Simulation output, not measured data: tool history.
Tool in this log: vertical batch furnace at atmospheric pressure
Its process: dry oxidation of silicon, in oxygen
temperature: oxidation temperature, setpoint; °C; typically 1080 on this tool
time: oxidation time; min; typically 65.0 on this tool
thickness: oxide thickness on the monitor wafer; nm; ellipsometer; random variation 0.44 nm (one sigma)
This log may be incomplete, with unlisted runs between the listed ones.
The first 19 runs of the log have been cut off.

| run | hour | temperature | time | read-back reference wafer on the same gauge, thickness | thickness |
|---|---|---|---|---|---|
| 20 | 500.2 | 1094 | 50.5 | 87.67 | 91.19 |
| 21 | 512.9 | 1080 | 65.0 | 87.57 | 96.25 |
| 22 | 525.6 | 1098 | 43.5 | 87.47 | 84.91 |
| 23 | 547.6 | 1068 | 45.5 | 87.23 | 69.68 |
| 24 | 567.9 | 1102 | 48.5 | 87.07 | 92.81 |
| 25 | 620.2 | 1080 | 52.0 | 86.75 | 82.82 |
|  | 672.1 | thermocouples replaced and temperature profile calibrated |
| 26 | 672.6 | 1080 | 65.0 | 86.41 | 94.23 |
| 27 | 686.6 | 1080 | 65.0 | 86.45 | 94.09 |
| 28 | 721.6 | 1080 | 65.0 | 86.31 | 94.25 |
| 29 | 752.8 | 1080 | 65.0 | 86.08 | 94.39 |
| 30 | 774.7 | 1080 | 65.0 | 85.95 | 95.18 |
| 31 | 792.3 | 1056 | 78.0 | 85.92 | 87.73 |
| 32 | 826.3 | 1080 | 65.0 | 85.79 | 94.52 |
| 33 | 843.2 | 1072 | 35.5 | 85.73 | 60.78 |
| 34 | 861.8 | 1088 | 65.0 | 85.77 | 99.88 |
| 35 | 890.5 | 1062 | 65.0 | 85.58 | 81.50 |
| 36 | 970.4 | 1066 | 45.5 | 85.33 | 67.89 |

Below are 4 alternative next runs, each starting from the tool's condition after run 36. Predict each:
| A | 976.2 | 1080 | 57.0 | ? | ? |
| B | 976.2 | 1071 | 86.0 | ? | ? |
| C | 976.2 | 1094 | 75.5 | ? | ? |
| D | 976.2 | 1099 | 54.0 | ? | ? |

| run | read-back reference wafer on the same gauge, thickness | thickness |
|---|---|---|
| A | 85.41 | 87.24 |
| B | 85.41 | 105.55 |
| C | 85.41 | 115.12 |
| D | 85.41 | 96.87 |
Stripped of hidden state, with their random variation kept, the same runs would have yielded:
| run | thickness |
|---|---|
| A | 90.11 |
| B | 109.03 |
| C | 118.92 |
| D | 100.06 |
